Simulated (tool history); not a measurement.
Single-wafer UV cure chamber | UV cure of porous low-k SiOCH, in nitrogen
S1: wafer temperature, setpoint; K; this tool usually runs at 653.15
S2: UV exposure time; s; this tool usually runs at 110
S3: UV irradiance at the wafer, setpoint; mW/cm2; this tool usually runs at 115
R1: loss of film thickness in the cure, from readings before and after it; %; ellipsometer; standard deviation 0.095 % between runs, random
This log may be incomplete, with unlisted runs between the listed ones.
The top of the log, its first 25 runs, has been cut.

| run | day | S1 | S2 | S3 | R1 |
|---|---|---|---|---|---|
|  | 16.983 | UV bulbs replaced |
| 26 | 17.004 | 653.15 | 110 | 115 | 8.332 |
| 27 | 17.071 | 653.15 | 110 | 115 | 8.373 |
| 28 | 17.579 | 636.15 | 110 | 142 | 9.192 |
| 29 | 18.267 | 653.15 | 110 | 115 | 8.477 |
| 30 | 18.562 | 653.15 | 125 | 115 | 8.828 |
| 31 | 18.825 | 634.15 | 90 | 99 | 6.738 |
| 32 | 19.971 | 672.15 | 130 | 98 | 8.698 |
| 33 | 20.408 | 653.15 | 110 | 115 | 8.559 |
| 34 | 20.962 | 653.15 | 110 | 115 | 8.368 |
| 35 | 21.25 | 670.15 | 150 | 115 | 10.153 |
| 36 | 21.996 | 638.15 | 55 | 115 | 5.589 |
| 37 | 22.696 | 667.15 | 155 | 134 | 10.924 |
|  | 23.221 | quartz window cleaned |
| 38 | 23.408 | 653.15 | 150 | 115 | 9.751 |
| 39 | 23.692 | 653.15 | 130 | 115 | 9.307 |
| 40 | 24.421 | 653.15 | 110 | 115 | 8.5 |
| 41 | 24.996 | 653.15 | 110 | 115 | 8.495 |
| 42 | 25.404 | 653.15 | 110 | 79 | 6.837 |
| 43 | 26.079 | 653.15 | 110 | 115 | 8.476 |
| 44 | 26.742 | 653.15 | 110 | 115 | 8.396 |
| 45 | 27.012 | 634.15 | 130 | 136 | 9.633 |
| 46 | 27.433 | 653.15 | 75 | 115 | 6.978 |

Consider 3 possible next runs. They are alternatives, not a sequence: every one starts from the tool as it was left by run 46. What does each give?
| A | 27.454 | 653.15 | 110 | 115 | ? |
| B | 27.454 | 672.15 | 135 | 128 | ? |
| C | 27.454 | 636.15 | 75 | 87 | ? |

| run | R1 |
|---|---|
| A | 8.496 |
| B | 10.186 |
| C | 5.556 |
Stripped of hidden state, with their random variation kept, the same runs would have yielded:
| run | R1 |
|---|---|
| A | 8.557 |
| B | 10.25 |
| C | 5.608 |
